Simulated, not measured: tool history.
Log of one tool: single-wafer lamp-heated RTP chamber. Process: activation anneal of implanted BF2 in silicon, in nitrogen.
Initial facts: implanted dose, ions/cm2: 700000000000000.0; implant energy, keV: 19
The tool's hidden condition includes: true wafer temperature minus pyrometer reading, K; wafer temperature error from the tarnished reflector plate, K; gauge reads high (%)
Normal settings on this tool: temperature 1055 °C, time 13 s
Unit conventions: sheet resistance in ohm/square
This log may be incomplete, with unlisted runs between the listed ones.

run     day  temperature  time  wafers since the last listed run  wafers since the last pyrometer calibration  wafers since the reflector plate was cleaned  hours since the gauge calibration  read-back reference wafer on the same gauge, sheet resistance  sheet resistance
  1       0         1035    17                                 0                                         2373                                           471                             1279.4                                                         204.97            186.83
  2   1.308         1055    13                               531                                         2904                                          1002                             1310.8                                                         204.91            180.48
  3    1.95         1055    13                               260                                         3165                                          1262                             1326.2                                                         205.02               181
      2.742  -- pyrometer window cleaned and pyrometer calibrated
  4   2.762         1055    13                               194                                            8                                          1457                             1345.7                                                         205.12            181.97
  5   3.808         1055    13                               424                                          433                                          1881                             1370.8                                                         204.94            180.45
  6   4.496         1055    13                               279                                          712                                          2160                             1387.3                                                         205.01            179.84
      4.871  -- gauge calibrated
  7   5.454         1055    10                               389                                         1101                                          2549                                 14                                                         204.94            183.65
  8   6.633         1055    10                               478                                         1579                                          3028                               42.3                                                         205.09            183.36
      7.042  -- reflector plate cleaned, repeated, since the last time left the tool worse
  9   7.788         1055    10                               333                                         1913                                           302                                 70                                                         204.92            187.85
 10   8.296         1055    13                               206                                         2119                                           509                               82.2                                                         204.95            182.97
 11    9.65         1055    13                               549                                         2669                                          1058                              114.7                                                            205            184.54
 12  10.558         1055    13                               368                                         3037                                          1427                              136.5                                                         204.92            182.56
 13  11.129         1055    13                               231                                         3269                                          1659                              150.2                                                         204.96            184.07
 14  12.258         1038    13                               458                                         3727                                          2117                              177.3                                                         204.96            192.31
     13.671  -- pyrometer window cleaned and pyrometer calibrated
 15  13.692         1084     6                               446                                            8                                          2564                              211.7                                                          205.1            182.08
 16  14.296         1035    17                               245                                          253                                          2809                              226.2                                                         204.96            189.65
 17  15.229         1037    13                               378                                          632                                          3188                              248.6                                                         205.09            192.55
 18  16.371         1068    17                               463                                         1095                                          3651                                276                                                            205            176.76
 19  17.871         1055     6                               608                                         1704                                          4260                                312                                                         204.96            194.03
 20  18.546         1032    13                               273                                         1978                                          4534                              328.2                                                         204.96            195.22
 21  19.575         1030     5                               417                                         2396                                          4952                              352.9                                                         205.07            211.95
 22  20.721         1028     8                               465                                         2861                                          5417                              380.4                                                         204.98            205.62
 23  22.167         1055    13                               586                                         3448                                          6004                              415.1                                                         205.07            184.11
 24  23.583         1044    16                               575                                         4023                                          6579                              449.1                                                            205            185.81
 25  24.512         1047     6                               377                                         4400                                          6956                              471.4                                                            205            197.33
     25.125  -- pyrometer window cleaned and pyrometer calibrated
 26   25.65         1027    17                               326                                          213                                          7282                              498.7                                                         205.02            194.17
 27  26.962         1055    13                               532                                          745                                          7815                              530.2                                                         205.04            183.59
 28  28.038         1075    17                               436                                         1182                                          8252                                556                                                         204.97             172.9
 29  28.867         1071     9                               336                                         1518                                          8588                              575.9                                                         204.92            181.27
 30  29.708         1039     6                               341                                         1860                                          8930                              596.1                                                         204.91             202.2
 31  31.204         1055    13                               607                                         2467                                          9537                                632                                                         205.04            183.27
 32  32.471         1044    21                               514                                         2981                                         10051                              662.4                                                         205.04             182.6
     33.279  -- reflector plate cleaned
 33    33.3         1038    19                               201                                         3183                                             8                              682.3                                                         204.89            189.07
 34  34.083         1043     8                               317                                         3500                                           326                              701.1                                                         204.94            197.67
 35  34.846         1072    18                               309                                         3810                                           636                              719.4                                                         204.97            173.36
 36  35.817         1076    20                               394                                         4204                                          1030                              742.7                                                         205.05            172.68
     36.783  -- pyrometer window cleaned and pyrometer calibrated
 37  36.804         1068     7                               265                                            7                                          1295                              766.4                                                         205.03             186.6

Forecast each of these 4 alternatives for the next run:
  A  36.821         1055    18                                 6                                           14                                          1302                              766.8                                                              ?                 ?
  B  36.821         1026    20                                 6                                           14                                          1302                              766.8                                                              ?                 ?
  C  36.821         1055    19                                 6                                           14                                          1302                              766.8                                                              ?                 ?
  D  36.821         1037    11                                 6                                           14                                          1302                              766.8                                                              ?                 ?

run  read-back reference wafer on the same gauge, sheet resistance  sheet resistance
  A                                                         204.99            179.95
  B                                                         204.99            193.07
  C                                                         204.99            179.35
  D                                                         204.99            195.52
Without the tool's unlogged condition, the same runs would have read:
run  sheet resistance
  A            180.48
  B            193.88
  C            179.87
  D            196.37

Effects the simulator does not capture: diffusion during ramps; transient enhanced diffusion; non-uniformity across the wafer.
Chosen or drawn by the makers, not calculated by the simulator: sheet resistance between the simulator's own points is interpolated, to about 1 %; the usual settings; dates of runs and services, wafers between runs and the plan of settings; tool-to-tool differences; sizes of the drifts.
